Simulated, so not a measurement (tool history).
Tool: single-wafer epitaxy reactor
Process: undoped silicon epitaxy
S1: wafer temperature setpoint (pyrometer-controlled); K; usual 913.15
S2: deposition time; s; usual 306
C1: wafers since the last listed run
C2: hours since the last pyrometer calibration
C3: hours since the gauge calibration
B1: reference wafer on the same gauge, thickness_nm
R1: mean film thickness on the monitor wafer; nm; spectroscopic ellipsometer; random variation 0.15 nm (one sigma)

{"run": 1, "hour": 0.0, "S1": 913.15, "S2": 306, "C1": 0, "C2": 2541.1, "C3": 230.7, "B1": 50.089, "R1": 52.023}
{"run": 2, "hour": 12.6, "S1": 913.15, "S2": 306, "C1": 90, "C2": 2553.7, "C3": 243.3, "B1": 50.103, "R1": 52.215}
{"run": 3, "hour": 19.2, "S1": 923.15, "S2": 350, "C1": 47, "C2": 2560.3, "C3": 249.9, "B1": 50.038, "R1": 72.439}
{"run": 4, "hour": 35.6, "S1": 913.15, "S2": 306, "C1": 118, "C2": 2576.7, "C3": 266.3, "B1": 50.099, "R1": 52.311}
{"run": 5, "hour": 69.4, "S1": 913.15, "S2": 306, "C1": 244, "C2": 2610.5, "C3": 300.1, "B1": 50.102, "R1": 52.504}
{"run": 6, "hour": 76.8, "S1": 913.15, "S2": 306, "C1": 53, "C2": 2617.9, "C3": 307.5, "B1": 50.088, "R1": 52.449}
{"run": 7, "hour": 106.6, "S1": 913.15, "S2": 306, "C1": 215, "C2": 2647.7, "C3": 337.3, "B1": 50.113, "R1": 52.248}
{"run": 8, "hour": 124.5, "S1": 913.15, "S2": 306, "C1": 129, "C2": 2665.6, "C3": 355.2, "B1": 50.123, "R1": 52.416}
{"run": 9, "hour": 142.1, "S1": 913.15, "S2": 306, "C1": 127, "C2": 2683.2, "C3": 372.8, "B1": 50.114, "R1": 52.454}
{"run": 10, "hour": 157.4, "S1": 913.15, "S2": 306, "C1": 110, "C2": 2698.5, "C3": 388.1, "B1": 50.087, "R1": 52.707}
{"run": 11, "hour": 171.6, "S1": 913.15, "S2": 285, "C1": 102, "C2": 2712.7, "C3": 402.3, "B1": 50.097, "R1": 48.766}
{"run": 12, "hour": 186.8, "S1": 913.15, "S2": 285, "C1": 109, "C2": 2727.9, "C3": 417.5, "B1": 50.115, "R1": 48.808}
{"run": 13, "hour": 195.3, "S1": 913.15, "S2": 285, "C1": 61, "C2": 2736.4, "C3": 426.0, "B1": 50.117, "R1": 48.661}
{"run": 14, "hour": 206.6, "S1": 917.15, "S2": 281, "C1": 81, "C2": 2747.7, "C3": 437.3, "B1": 50.12, "R1": 51.79}
{"run": 15, "hour": 223.7, "S1": 898.15, "S2": 276, "C1": 123, "C2": 2764.8, "C3": 454.4, "B1": 50.066, "R1": 35.486}
{"run": 16, "hour": 234.1, "S1": 913.15, "S2": 306, "C1": 75, "C2": 2775.2, "C3": 464.8, "B1": 50.169, "R1": 52.432}
{"run": 17, "hour": 241.0, "S1": 899.15, "S2": 338, "C1": 49, "C2": 2782.1, "C3": 471.7, "B1": 50.065, "R1": 44.023}
{"hour": 249.2, "done": "gauge calibrated"}
{"run": 18, "hour": 255.0, "S1": 907.15, "S2": 258, "C1": 101, "C2": 2796.1, "C3": 5.8, "B1": 50.106, "R1": 39.076}
{"run": 19, "hour": 264.1, "S1": 922.15, "S2": 306, "C1": 65, "C2": 2805.2, "C3": 14.9, "B1": 50.115, "R1": 62.083}
{"run": 20, "hour": 278.1, "S1": 913.15, "S2": 306, "C1": 101, "C2": 2819.2, "C3": 28.9, "B1": 50.102, "R1": 52.445}
{"run": 21, "hour": 293.6, "S1": 922.15, "S2": 273, "C1": 111, "C2": 2834.7, "C3": 44.4, "B1": 50.108, "R1": 55.562}
{"hour": 307.6, "done": "pyrometer calibrated"}
{"run": 22, "hour": 310.2, "S1": 913.15, "S2": 306, "C1": 62, "C2": 2.6, "C3": 61.0, "B1": 50.11, "R1": 46.166}
{"run": 23, "hour": 321.0, "S1": 904.15, "S2": 247, "C1": 77, "C2": 13.4, "C3": 71.8, "B1": 50.101, "R1": 31.311}
{"run": 24, "hour": 334.4, "S1": 904.15, "S2": 306, "C1": 96, "C2": 26.8, "C3": 85.2, "B1": 50.115, "R1": 38.887}
{"run": 25, "hour": 348.7, "S1": 913.15, "S2": 350, "C1": 103, "C2": 41.1, "C3": 99.5, "B1": 50.103, "R1": 53.548}
{"run": 26, "hour": 358.8, "S1": 906.15, "S2": 264, "C1": 72, "C2": 51.2, "C3": 109.6, "B1": 50.06, "R1": 35.071}
{"run": 27, "hour": 376.6, "S1": 905.15, "S2": 363, "C1": 128, "C2": 69.0, "C3": 127.4, "B1": 50.092, "R1": 47.3}
{"run": 28, "hour": 382.8, "S1": 913.15, "S2": 278, "C1": 44, "C2": 75.2, "C3": 133.6, "B1": 50.098, "R1": 42.271}
{"run": 29, "hour": 396.7, "S1": 913.15, "S2": 306, "C1": 100, "C2": 89.1, "C3": 147.5, "B1": 50.111, "R1": 46.493}

Forecast each of these 5 alternatives for the next run:
{"run": "A", "hour": 397.2, "S1": 913.15, "S2": 306, "C1": 3, "C2": 89.6, "C3": 148.0, "B1": "?", "R1": "?"}
{"run": "B", "hour": 397.2, "S1": 913.15, "S2": 254, "C1": 3, "C2": 89.6, "C3": 148.0, "B1": "?", "R1": "?"}
{"run": "C", "hour": 397.2, "S1": 899.15, "S2": 254, "C1": 3, "C2": 89.6, "C3": 148.0, "B1": "?", "R1": "?"}
{"run": "D", "hour": 397.2, "S1": 919.15, "S2": 341, "C1": 3, "C2": 89.6, "C3": 148.0, "B1": "?", "R1": "?"}
{"run": "E", "hour": 397.2, "S1": 900.15, "S2": 343, "C1": 3, "C2": 89.6, "C3": 148.0, "B1": "?", "R1": "?"}

run=A B1=50.137 R1=46.769
run=B B1=50.137 R1=38.822
run=C B1=50.137 R1=29.412
run=D B1=50.137 R1=58.569
run=E B1=50.137 R1=40.523
Without the tool's hidden state the same runs would have given:
run=A R1=45.892
run=B R1=38.093
run=C R1=28.845
run=D R1=57.483
run=E R1=39.744
